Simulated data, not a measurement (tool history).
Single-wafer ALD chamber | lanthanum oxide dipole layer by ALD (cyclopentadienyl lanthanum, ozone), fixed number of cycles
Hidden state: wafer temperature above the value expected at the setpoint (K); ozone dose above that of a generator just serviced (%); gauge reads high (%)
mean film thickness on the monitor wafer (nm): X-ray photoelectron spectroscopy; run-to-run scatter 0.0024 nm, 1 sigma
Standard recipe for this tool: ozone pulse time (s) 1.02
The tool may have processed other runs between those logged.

| run | hour | ozone pulse time (s) | wafers since the last listed run | hours since the last thermocouple change | hours since the last ozone generator service | hours since the showerhead was replaced | hours since the gauge calibration | read-back reference wafer on the same gauge, thickness_nm | mean film thickness on the monitor wafer (nm) |
|---|---|---|---|---|---|---|---|---|---|
| 1 | 0.0 | 0.81 | 0 | 717.0 | 10.5 | 3638.2 | 1053.3 | 0.502 | 0.431 |
| 2 | 43.4 | 0.81 | 704 | 760.4 | 53.9 | 3681.6 | 1096.7 | 0.502 | 0.427 |
| 3 | 83.9 | 0.81 | 657 | 800.9 | 94.4 | 3722.1 | 1137.2 | 0.502 | 0.426 |
| 4 | 133.5 | 0.76 | 804 | 850.5 | 144.0 | 3771.7 | 1186.8 | 0.502 | 0.403 |
| 5 | 253.6 | 1.29 | 1948 | 970.6 | 264.1 | 3891.8 | 1306.9 | 0.502 | 0.511 |
| 6 | 297.8 | 1.29 | 717 | 1014.8 | 308.3 | 3936.0 | 1351.1 | 0.502 | 0.518 |
|  | 316.2 | thermocouple changed; heater temperature recalibrated |
| 7 | 394.5 | 1.20 | 1439 | 78.3 | 405.0 | 4032.7 | 1447.8 | 0.502 | 0.501 |
| 8 | 451.5 | 1.02 | 924 | 135.3 | 462.0 | 4089.7 | 1504.8 | 0.502 | 0.475 |
| 9 | 528.6 | 1.02 | 1250 | 212.4 | 539.1 | 4166.8 | 1581.9 | 0.502 | 0.470 |
| 10 | 618.0 | 1.11 | 1450 | 301.8 | 628.5 | 4256.2 | 1671.3 | 0.502 | 0.486 |
| 11 | 658.0 | 1.02 | 648 | 341.8 | 668.5 | 4296.2 | 1711.3 | 0.502 | 0.473 |
| 12 | 694.2 | 1.02 | 587 | 378.0 | 704.7 | 4332.4 | 1747.5 | 0.502 | 0.467 |
|  | 748.3 | gauge calibrated |
|  | 786.7 | ozone generator serviced |
|  | 853.1 | showerhead replaced |
| 13 | 883.5 | 1.02 | 2811 | 567.3 | 96.8 | 30.4 | 135.2 | 0.502 | 0.485 |
| 14 | 1081.0 | 1.02 | 3204 | 764.8 | 294.3 | 227.9 | 332.7 | 0.502 | 0.475 |
| 15 | 1175.8 | 1.02 | 1538 | 859.6 | 389.1 | 322.7 | 427.5 | 0.502 | 0.471 |
| 16 | 1217.8 | 1.02 | 681 | 901.6 | 431.1 | 364.7 | 469.5 | 0.502 | 0.475 |
| 17 | 1270.9 | 1.02 | 861 | 954.7 | 484.2 | 417.8 | 522.6 | 0.502 | 0.476 |
| 18 | 1377.2 | 0.90 | 1724 | 1061.0 | 590.5 | 524.1 | 628.9 | 0.503 | 0.443 |
|  | 1408.8 | ozone generator serviced |
| 19 | 1443.8 | 1.02 | 950 | 1127.6 | 35.0 | 590.7 | 695.5 | 0.502 | 0.482 |
| 20 | 1517.0 | 1.18 | 1187 | 1200.8 | 108.2 | 663.9 | 768.7 | 0.502 | 0.508 |
|  | 1551.4 | thermocouple changed; heater temperature recalibrated |
| 21 | 1624.1 | 1.32 | 1607 | 72.7 | 215.3 | 771.0 | 875.8 | 0.502 | 0.519 |
| 22 | 1664.2 | 1.16 | 650 | 112.8 | 255.4 | 811.1 | 915.9 | 0.502 | 0.501 |
| 23 | 1717.3 | 1.13 | 861 | 165.9 | 308.5 | 864.2 | 969.0 | 0.503 | 0.496 |
| 24 | 1759.7 | 1.30 | 687 | 208.3 | 350.9 | 906.6 | 1011.4 | 0.502 | 0.521 |
| 25 | 1826.1 | 1.16 | 1077 | 274.7 | 417.3 | 973.0 | 1077.8 | 0.502 | 0.503 |
| 26 | 1870.4 | 0.74 | 718 | 319.0 | 461.6 | 1017.3 | 1122.1 | 0.502 | 0.385 |
| 27 | 1924.5 | 0.62 | 877 | 373.1 | 515.7 | 1071.4 | 1176.2 | 0.502 | 0.324 |
| 28 | 1981.9 | 0.66 | 931 | 430.5 | 573.1 | 1128.8 | 1233.6 | 0.502 | 0.350 |
|  | 2057.7 | ozone generator serviced |
| 29 | 2070.9 | 1.35 | 1314 | 519.5 | 13.2 | 1217.8 | 1322.6 | 0.502 | 0.531 |
| 30 | 2143.6 | 1.33 | 1179 | 592.2 | 85.9 | 1290.5 | 1395.3 | 0.502 | 0.524 |
| 31 | 2194.0 | 0.83 | 817 | 642.6 | 136.3 | 1340.9 | 1445.7 | 0.502 | 0.429 |

For some of the steps in mean film thickness on the monitor wafer (nm) from one run to the next: how much would appear even if the tool had no hidden state, given the settings, what came in and random variation, and how much remains for the hidden state plus any gauge scatter that the measured result and the result without hidden state don't share?
Run 4 -> 5: ozone pulse time (s) 0.76 -> 1.29. mean film thickness on the monitor wafer (nm) +0.108: hidden state +0.004, all else +0.104.
Run 12 -> 13: gauge calibrated, ozone generator serviced, showerhead replaced. mean film thickness on the monitor wafer (nm) +0.018: hidden state +0.014, all else +0.004.
Run 18 -> 19: ozone pulse time (s) 0.90 -> 1.02, ozone generator serviced. mean film thickness on the monitor wafer (nm) +0.039: hidden state +0.018, all else +0.021.
Run 25 -> 26: ozone pulse time (s) 1.16 -> 0.74. mean film thickness on the monitor wafer (nm) -0.118: hidden state -0.008, all else -0.110.
Run 28 -> 29: ozone pulse time (s) 0.66 -> 1.35, ozone generator serviced. mean film thickness on the monitor wafer (nm) +0.181: hidden state +0.024, all else +0.157.

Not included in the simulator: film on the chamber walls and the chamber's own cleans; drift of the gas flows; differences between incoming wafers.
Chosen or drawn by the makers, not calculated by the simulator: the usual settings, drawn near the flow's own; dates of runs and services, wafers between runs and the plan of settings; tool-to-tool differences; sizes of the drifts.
